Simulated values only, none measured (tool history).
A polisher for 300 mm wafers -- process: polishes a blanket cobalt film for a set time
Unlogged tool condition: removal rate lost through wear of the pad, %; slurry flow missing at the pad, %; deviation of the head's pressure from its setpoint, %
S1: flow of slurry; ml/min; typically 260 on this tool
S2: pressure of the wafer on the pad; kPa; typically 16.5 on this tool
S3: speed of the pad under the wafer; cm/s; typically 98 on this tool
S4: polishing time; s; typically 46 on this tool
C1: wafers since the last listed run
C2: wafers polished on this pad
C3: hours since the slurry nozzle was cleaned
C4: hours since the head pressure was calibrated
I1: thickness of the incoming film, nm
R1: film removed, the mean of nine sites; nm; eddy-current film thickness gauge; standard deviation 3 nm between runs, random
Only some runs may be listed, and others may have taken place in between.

run    hour   S1    S2   S3  S4    C1    C2     C3     C4     I1     R1
  1       0  260  16.5   98  46     0  4173   19.9  463.3  761.4  214.3
  2    61.6  260  16.5   98  46   778  4952   81.5  524.9  764.3  215.2
  3   117.5  260  16.5   98  46   706  5659  137.4  580.8  764.2  220.8
      135.5  -- worn pad replaced by a new one
  4   190.6  260  16.5   98  46   873   696  210.5  653.9  765.7  216.5
  5   295.6  260  16.5   98  46  1327  2023  315.5  758.9  773.6  215.4
  6   388.5  260  16.5   98  46  1174  3198  408.4  851.8  765.9  214.8
      427.1  -- head pressure recalibrated
  7   427.6  260  16.5   98  46   469  3667  447.5    0.5  774.9  219.2
  8   496.7  325  16.5   98  46   873  4540  516.6   69.6  767.8  219.9
  9   547.4  315  16.5   98  46   640  5181  567.3  120.3  768.2  219.8
 10   584.9  315  16.5   98  46   474  5655  604.8  157.8  775.7  219.7
      595.5  -- worn pad replaced by a new one
 11   653.4  315  16.5   98  46   815   731  673.3  226.3    776  222.6
 12   712.2  260  16.5   98  46   743  1475  732.1  285.1  783.6  219.5
 13   780.1  260  16.5   98  46   858  2333    800    353  765.6  222.5
 14   844.8  260  16.5   98  46   817  3151  864.7  417.7  770.7    221
      851.3  -- slurry nozzle cleaned
 15   881.2  260  16.5   98  46   447  3599   29.9  454.1  780.2  213.4
 16     977  260  16.5   98  46  1211  4810  125.7  549.9  760.6  211.4
     1012.3  -- worn pad replaced by a new one
 17  1081.2  260  16.5   98  58  1266   871  229.9  654.1  774.1  275.8
 18  1176.1  260  16.5   98  58  1199  2071  324.8    749  772.1  280.5
 19  1238.5  260    11   98  46   788  2859  387.2  811.4  777.3  156.2
     1301.6  -- head pressure recalibrated
 20  1325.2  200  13.8   84  40  1070  3930  473.9   23.6  769.2  136.9
 21  1388.7  230  12.4  128  39   802  4733  537.4   87.1  764.5    188
 22  1444.5  260  16.5   98  52   705  5439  593.2  142.9  758.5    245
     1480.7  -- worn pad replaced by a new one
 23  1488.8  345  16.5   98  51   509   101  637.5  187.2  755.7  238.5
 24  1572.9  260  20.7   98  37  1063  1165  721.6  271.3  768.5  217.4
 25  1629.9  260  14.5   98  53   720  1885  778.6  328.3  767.2  222.1
 26  1723.3  235  20.7  132  62  1180  3066    872  421.7  769.5  474.2
     1762.7  -- slurry nozzle cleaned
 27  1763.4  260  16.5   98  46   494  3560    0.7  461.8  769.1  217.1
 28    1829  260  16.5   98  46   829  4390   66.3  527.4  767.1  216.3
 29  1879.1  230  12.4  128  39   633  5023  116.4  577.5  769.1  189.2

Run 30 is up next; what results do you expect?
 30  1962.8  260  16.5  88  46  1058  6081  200.1  661.2  767   ?

Logged for run 30: R1 194.1 nm.
If the tool had no hidden condition, the same run with the same run-to-run variation would have returned R1 194.1 nm.
